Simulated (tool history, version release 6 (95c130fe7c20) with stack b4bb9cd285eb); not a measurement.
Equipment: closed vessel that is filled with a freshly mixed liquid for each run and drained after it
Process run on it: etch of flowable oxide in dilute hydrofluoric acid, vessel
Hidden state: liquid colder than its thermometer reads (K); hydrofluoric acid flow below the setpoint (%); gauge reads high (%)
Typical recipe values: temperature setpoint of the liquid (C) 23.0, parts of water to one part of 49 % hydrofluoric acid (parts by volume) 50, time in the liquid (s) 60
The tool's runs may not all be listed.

run,hour,temperature setpoint of the liquid (C),parts of water to one part of 49 % hydrofluoric acid (parts by volume),time in the liquid (s),wafers since the last listed run,hours since the thermometer was replaced,hours since the hydrofluoric acid flow meter was replaced,hours since the gauge calibration,"read-back film thickness of the flowable oxide reference wafer, read on the same gauge (nm)",thickness taken off the flowable oxide on a monitor wafer (angstrom)
1,0.0,23.0,50,60,0,964.7,1596.5,463.5,89.99,475.5
2,29.4,23.0,30,60,4212,994.1,1625.9,492.9,89.98,816.3
3,56.3,23.0,30,60,3854,1021.0,1652.8,519.8,89.99,817.5
4,115.3,23.0,50,45,8454,1080.0,1711.8,578.8,90.05,361.9
5,163.2,23.0,50,60,6864,1127.9,1759.7,626.7,90.02,473.2
6,227.0,23.0,70,60,9142,1191.7,1823.5,690.5,89.96,326.7
7,277.0,21.0,50,60,7164,1241.7,1873.5,740.5,90.00,430.8
# hour 301.8: gauge calibrated
# hour 317.3: thermometer replaced
8,321.5,23.0,50,60,6233,4.2,1918.0,19.7,89.98,473.1
9,362.2,23.0,50,60,5832,44.9,1958.7,60.4,90.07,462.8
10,465.7,23.0,50,60,14831,148.4,2062.2,163.9,89.98,469.8
11,528.1,23.0,50,60,8941,210.8,2124.6,226.3,89.96,467.0
12,586.2,23.0,75,60,8325,268.9,2182.7,284.4,89.98,301.8
13,632.8,25.5,65,60,6677,315.5,2229.3,331.0,90.00,379.2
# hour 635.3: hydrofluoric acid flow meter replaced
14,659.1,19.0,30,80,3625,341.8,23.8,357.3,89.99,995.6
15,707.1,23.0,50,60,6878,389.8,71.8,405.3,89.94,515.1
16,752.3,20.0,30,50,6477,435.0,117.0,450.5,89.99,648.8
17,815.9,23.0,50,30,9113,498.6,180.6,514.1,90.05,255.6
18,856.0,23.0,50,60,5746,538.7,220.7,554.2,89.96,513.3
19,905.5,19.0,65,30,7093,588.2,270.2,603.7,90.01,162.7

Forecast each of these 3 alternatives for the next run:
A,906.2,20.0,50,60,100,588.9,270.9,604.4,?,?
B,906.2,21.5,50,60,100,588.9,270.9,604.4,?,?
C,906.2,28.0,40,75,100,588.9,270.9,604.4,?,?

run,"read-back film thickness of the flowable oxide reference wafer, read on the same gauge (nm)",thickness taken off the flowable oxide on a monitor wafer (angstrom)
A,90.03,453.7
B,90.03,483.3
C,90.03,1000.0
Without the tool's unlogged condition, the same runs would have read:
run,thickness taken off the flowable oxide on a monitor wafer (angstrom)
A,470.8
B,501.6
C,1037.7

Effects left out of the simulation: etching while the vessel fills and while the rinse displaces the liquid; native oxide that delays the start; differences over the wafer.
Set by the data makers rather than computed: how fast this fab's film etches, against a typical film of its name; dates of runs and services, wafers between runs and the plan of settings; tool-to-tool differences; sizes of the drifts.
